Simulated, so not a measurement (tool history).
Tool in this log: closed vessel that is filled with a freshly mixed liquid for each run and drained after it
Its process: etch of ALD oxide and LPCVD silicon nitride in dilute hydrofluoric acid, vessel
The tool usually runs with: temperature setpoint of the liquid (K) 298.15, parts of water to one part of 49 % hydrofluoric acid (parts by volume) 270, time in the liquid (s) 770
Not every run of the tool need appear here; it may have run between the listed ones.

run    hour  temperature setpoint of the liquid (K)  parts of water to one part of 49 % hydrofluoric acid (parts by volume)  time in the liquid (s)  wafers since the last listed run  hours since the thermometer was replaced  hours since the hydrofluoric acid flow meter was replaced  hours since the gauge calibration  read-back film thickness of the ALD oxide reference wafer, read on the same gauge (nm)  read-back film thickness of the LPCVD silicon nitride reference wafer, read on the same gauge (nm)  thickness taken off the ALD oxide on a monitor wafer (nm)  thickness taken off the LPCVD silicon nitride on a monitor wafer (nm)
  1     0.0                                  298.15                                                                     270                     770                                 0                                     236.1                                                     1546.5                             1136.9                                                                                   30.48                                                                                             122.058                                                      39.88                                                                  1.456
  2    41.9                                  298.15                                                                     270                     770                              2210                                     278.0                                                     1588.4                             1178.8                                                                                   30.51                                                                                             122.174                                                      39.84                                                                  1.490
  3   105.6                                  298.15                                                                     270                     940                              3360                                     341.7                                                     1652.1                             1242.5                                                                                   30.54                                                                                             122.233                                                      48.73                                                                  1.784
  4   265.2                                  301.65                                                                     270                     770                              8418                                     501.3                                                     1811.7                             1402.1                                                                                   30.64                                                                                             122.541                                                      45.35                                                                  1.835
  5   308.0                                  301.65                                                                     270                     770                              2257                                     544.1                                                     1854.5                             1444.9                                                                                   30.67                                                                                             122.564                                                      45.63                                                                  1.835
  6   360.1                                  301.65                                                                     270                     770                              2748                                     596.2                                                     1906.6                             1497.0                                                                                   30.66                                                                                             122.665                                                      44.99                                                                  1.797
  7   466.4                                  301.15                                                                     355                     770                              5607                                     702.5                                                     2012.9                             1603.3                                                                                   30.71                                                                                             122.867                                                      31.11                                                                  1.331
  8   529.9                                  298.15                                                                     330                    1080                              3349                                     766.0                                                     2076.4                             1666.8                                                                                   30.74                                                                                             123.002                                                      43.19                                                                  1.734
  9   570.4                                  293.15                                                                     270                     995                              2136                                     806.5                                                     2116.9                             1707.3                                                                                   30.77                                                                                             123.030                                                      43.67                                                                  1.376
 10   610.6                                  298.15                                                                     270                     770                              2120                                     846.7                                                     2157.1                             1747.5                                                                                   30.81                                                                                             123.152                                                      40.56                                                                  1.535
      623.5  -- hydrofluoric acid flow meter replaced
 11   671.0                                  298.15                                                                     170                     770                              3133                                     907.1                                                       47.5                             1807.9                                                                                   30.82                                                                                             123.212                                                      71.75                                                                  2.395
 12   736.4                                  298.15                                                                     310                     460                              3449                                     972.5                                                      112.9                             1873.3                                                                                   30.83                                                                                             123.327                                                      20.16                                                                  0.754
 13   832.7                                  301.65                                                                     335                    1225                              5079                                    1068.8                                                      209.2                             1969.6                                                                                   30.88                                                                                             123.513                                                      54.75                                                                  2.354
 14   888.0                                  295.65                                                                     170                     970                              2917                                    1124.1                                                      264.5                             2024.9                                                                                   30.89                                                                                             123.591                                                      82.79                                                                  2.573
 15   991.6                                  298.15                                                                     270                     770                              5464                                    1227.7                                                      368.1                             2128.5                                                                                   30.93                                                                                             123.787                                                      40.39                                                                  1.534
 16  1076.0                                  294.65                                                                     270                     590                              4452                                    1312.1                                                      452.5                             2212.9                                                                                   30.99                                                                                             123.940                                                      27.71                                                                  0.931
     1100.6  -- thermometer replaced
 17  1174.2                                  303.15                                                                     145                    1015                              5127                                      73.6                                                      550.7                             2311.1                                                                                   31.04                                                                                             124.085                                                     137.97                                                                  4.995
     1223.3  -- gauge calibrated
 18  1258.4                                  301.65                                                                     270                     770                              4441                                     157.8                                                      634.9                               35.1                                                                                   29.98                                                                                             119.957                                                      44.10                                                                  1.796
 19  1344.3                                  298.15                                                                     270                     770                              4531                                     243.7                                                      720.8                              121.0                                                                                   30.03                                                                                             120.123                                                      39.75                                                                  1.381
 20  1412.9                                  300.65                                                                     175                    1050                              3618                                     312.3                                                      789.4                              189.6                                                                                   30.07                                                                                             120.229                                                      99.79                                                                  3.649
 21  1496.3                                  295.15                                                                     365                     945                              4399                                     395.7                                                      872.8                              273.0                                                                                   30.08                                                                                             120.352                                                      29.22                                                                  1.138
 22  1603.2                                  293.65                                                                     345                    1175                              5638                                     502.6                                                      979.7                              379.9                                                                                   30.11                                                                                             120.535                                                      37.77                                                                  1.330
 23  1683.3                                  302.15                                                                     270                     905                              4225                                     582.7                                                     1059.8                              460.0                                                                                   30.19                                                                                             120.723                                                      53.31                                                                  2.238
 24  1788.8                                  298.15                                                                     270                     770                              5565                                     688.2                                                     1165.3                              565.5                                                                                   30.24                                                                                             120.887                                                      39.79                                                                  1.476
 25  1837.0                                  298.15                                                                     270                     770                              2542                                     736.4                                                     1213.5                              613.7                                                                                   30.24                                                                                             120.992                                                      39.65                                                                  1.470
 26  1888.5                                  298.15                                                                     270                     770                              2716                                     787.9                                                     1265.0                              665.2                                                                                   30.28                                                                                             121.090                                                      39.62                                                                  1.458

Here are 4 independent what-if runs from the current tool condition. What would each one return?
  A  1889.4                                  298.15                                                                     270                     770                                47                                     788.8                                                     1265.9                              666.1                                                                                       ?                                                                                                   ?                                                          ?                                                                      ?
  B  1889.4                                  298.15                                                                     310                    1170                                47                                     788.8                                                     1265.9                              666.1                                                                                       ?                                                                                                   ?                                                          ?                                                                      ?
  C  1889.4                                  293.15                                                                     375                    1220                                47                                     788.8                                                     1265.9                              666.1                                                                                       ?                                                                                                   ?                                                          ?                                                                      ?
  D  1889.4                                  302.15                                                                     180                     555                                47                                     788.8                                                     1265.9                              666.1                                                                                       ?                                                                                                   ?                                                          ?                                                                      ?

run  read-back film thickness of the ALD oxide reference wafer, read on the same gauge (nm)  read-back film thickness of the LPCVD silicon nitride reference wafer, read on the same gauge (nm)  thickness taken off the ALD oxide on a monitor wafer (nm)  thickness taken off the LPCVD silicon nitride on a monitor wafer (nm)
  A                                                                                   30.28                                                                                             121.088                                                      39.57                                                                  1.455
  B                                                                                   30.28                                                                                             121.088                                                      50.31                                                                  1.926
  C                                                                                   30.28                                                                                             121.088                                                      34.38                                                                  1.227
  D                                                                                   30.28                                                                                             121.088                                                      54.47                                                                  2.012
With no hidden state in the tool, these same runs would have given:
run  thickness taken off the ALD oxide on a monitor wafer (nm)  thickness taken off the LPCVD silicon nitride on a monitor wafer (nm)
  A                                                      39.22                                                                  1.442
  B                                                      49.86                                                                  1.909
  C                                                      34.08                                                                  1.216
  D                                                      53.99                                                                  1.994
